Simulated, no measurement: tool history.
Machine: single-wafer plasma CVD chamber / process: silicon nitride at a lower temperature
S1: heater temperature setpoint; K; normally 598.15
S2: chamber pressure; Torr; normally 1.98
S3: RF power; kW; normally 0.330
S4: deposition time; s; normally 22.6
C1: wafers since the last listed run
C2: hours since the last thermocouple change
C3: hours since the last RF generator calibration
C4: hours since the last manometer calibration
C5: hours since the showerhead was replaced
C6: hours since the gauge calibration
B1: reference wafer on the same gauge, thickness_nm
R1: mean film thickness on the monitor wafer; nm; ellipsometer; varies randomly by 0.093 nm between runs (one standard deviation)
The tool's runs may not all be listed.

run 1 day=0.000 | S1=598.15 S2=1.98 S3=0.330 S4=22.6 | C1=0 C2=1247.0 C3=960.6 C4=1704.5 C5=5316.9 C6=163.9 | B1=34.580 | R1=30.431
run 2 day=1.242 | S1=598.15 S2=1.98 S3=0.330 S4=22.6 | C1=724 C2=1276.8 C3=990.4 C4=1734.3 C5=5346.7 C6=193.7 | B1=34.604 | R1=30.445
run 3 day=1.796 | S1=598.15 S2=1.98 S3=0.330 S4=22.6 | C1=323 C2=1290.1 C3=1003.7 C4=1747.6 C5=5360.0 C6=207.0 | B1=34.645 | R1=30.433
run 4 day=2.633 | S1=598.15 S2=1.98 S3=0.330 S4=22.6 | C1=488 C2=1310.2 C3=1023.8 C4=1767.7 C5=5380.1 C6=227.1 | B1=34.579 | R1=30.351
run 5 day=3.512 | S1=598.15 S2=1.98 S3=0.300 S4=19.3 | C1=513 C2=1331.3 C3=1044.9 C4=1788.8 C5=5401.2 C6=248.2 | B1=34.529 | R1=24.135
run 6 day=4.175 | S1=598.15 S2=1.98 S3=0.300 S4=19.3 | C1=386 C2=1347.2 C3=1060.8 C4=1804.7 C5=5417.1 C6=264.1 | B1=34.527 | R1=24.043
run 7 day=5.329 | S1=605.15 S2=1.98 S3=0.330 S4=22.6 | C1=673 C2=1374.9 C3=1088.5 C4=1832.4 C5=5444.8 C6=291.8 | B1=34.504 | R1=30.333
run 8 day=5.942 | S1=605.15 S2=1.98 S3=0.330 S4=22.6 | C1=357 C2=1389.6 C3=1103.2 C4=1847.1 C5=5459.5 C6=306.5 | B1=34.558 | R1=30.272
-- day=6.862 showerhead replaced
run 9 day=6.883 | S1=605.15 S2=1.98 S3=0.330 S4=22.6 | C1=355 C2=1412.2 C3=1125.8 C4=1869.7 C5=0.5 C6=329.1 | B1=34.480 | R1=30.378
-- day=7.017 gauge calibrated
-- day=7.529 capacitance manometer re-zeroed and calibrated
-- day=8.138 thermocouple changed; heater temperature recalibrated
run 10 day=8.158 | S1=598.15 S2=1.76 S3=0.285 S4=22.6 | C1=355 C2=0.5 C3=1156.4 C4=15.1 C5=31.1 C6=27.4 | B1=34.872 | R1=25.964
run 11 day=8.633 | S1=598.15 S2=1.98 S3=0.330 S4=22.6 | C1=277 C2=11.9 C3=1167.8 C4=26.5 C5=42.5 C6=38.8 | B1=34.860 | R1=30.614
run 12 day=9.946 | S1=603.15 S2=1.98 S3=0.330 S4=22.6 | C1=766 C2=43.4 C3=1199.3 C4=58.0 C5=74.0 C6=70.3 | B1=34.815 | R1=30.715
-- day=10.842 RF generator calibrated
run 13 day=11.083 | S1=592.15 S2=1.70 S3=0.380 S4=24.7 | C1=469 C2=70.7 C3=5.8 C4=85.3 C5=101.3 C6=97.6 | B1=34.694 | R1=34.977
run 14 day=14.400 | S1=598.15 S2=1.98 S3=0.330 S4=22.6 | C1=1936 C2=150.3 C3=85.4 C4=164.9 C5=180.9 C6=177.2 | B1=34.597 | R1=30.695
run 15 day=15.079 | S1=588.15 S2=1.62 S3=0.300 S4=18.8 | C1=396 C2=166.6 C3=101.7 C4=181.2 C5=197.2 C6=193.5 | B1=34.555 | R1=21.579
run 16 day=15.667 | S1=598.15 S2=1.98 S3=0.330 S4=22.6 | C1=342 C2=180.7 C3=115.8 C4=195.3 C5=211.3 C6=207.6 | B1=34.585 | R1=30.509
run 17 day=16.696 | S1=594.15 S2=1.98 S3=0.350 S4=22.6 | C1=600 C2=205.4 C3=140.5 C4=220.0 C5=236.0 C6=232.3 | B1=34.582 | R1=31.982
run 18 day=18.046 | S1=598.15 S2=1.98 S3=0.290 S4=26.1 | C1=788 C2=237.8 C3=172.9 C4=252.4 C5=268.4 C6=264.7 | B1=34.577 | R1=31.653

Same runs, no hidden state in the tool, same run-to-run variation:
Unlogged tool condition in this case: wafer temperature above the value expected at the setpoint (K); delivered RF power above the setpoint (%); true pressure above the setpoint (%); gauge reads high (%).
run=1 R1=30.781
run=2 R1=30.818
run=3 R1=30.814
run=4 R1=30.741
run=5 R1=24.453
run=6 R1=24.363
run=7 R1=30.746
run=8 R1=30.688
run=9 R1=30.799
run=10 R1=26.046
run=11 R1=30.744
run=12 R1=30.920
run=13 R1=35.267
run=14 R1=31.039
run=15 R1=21.829
run=16 R1=30.872
run=17 R1=32.375
run=18 R1=32.055

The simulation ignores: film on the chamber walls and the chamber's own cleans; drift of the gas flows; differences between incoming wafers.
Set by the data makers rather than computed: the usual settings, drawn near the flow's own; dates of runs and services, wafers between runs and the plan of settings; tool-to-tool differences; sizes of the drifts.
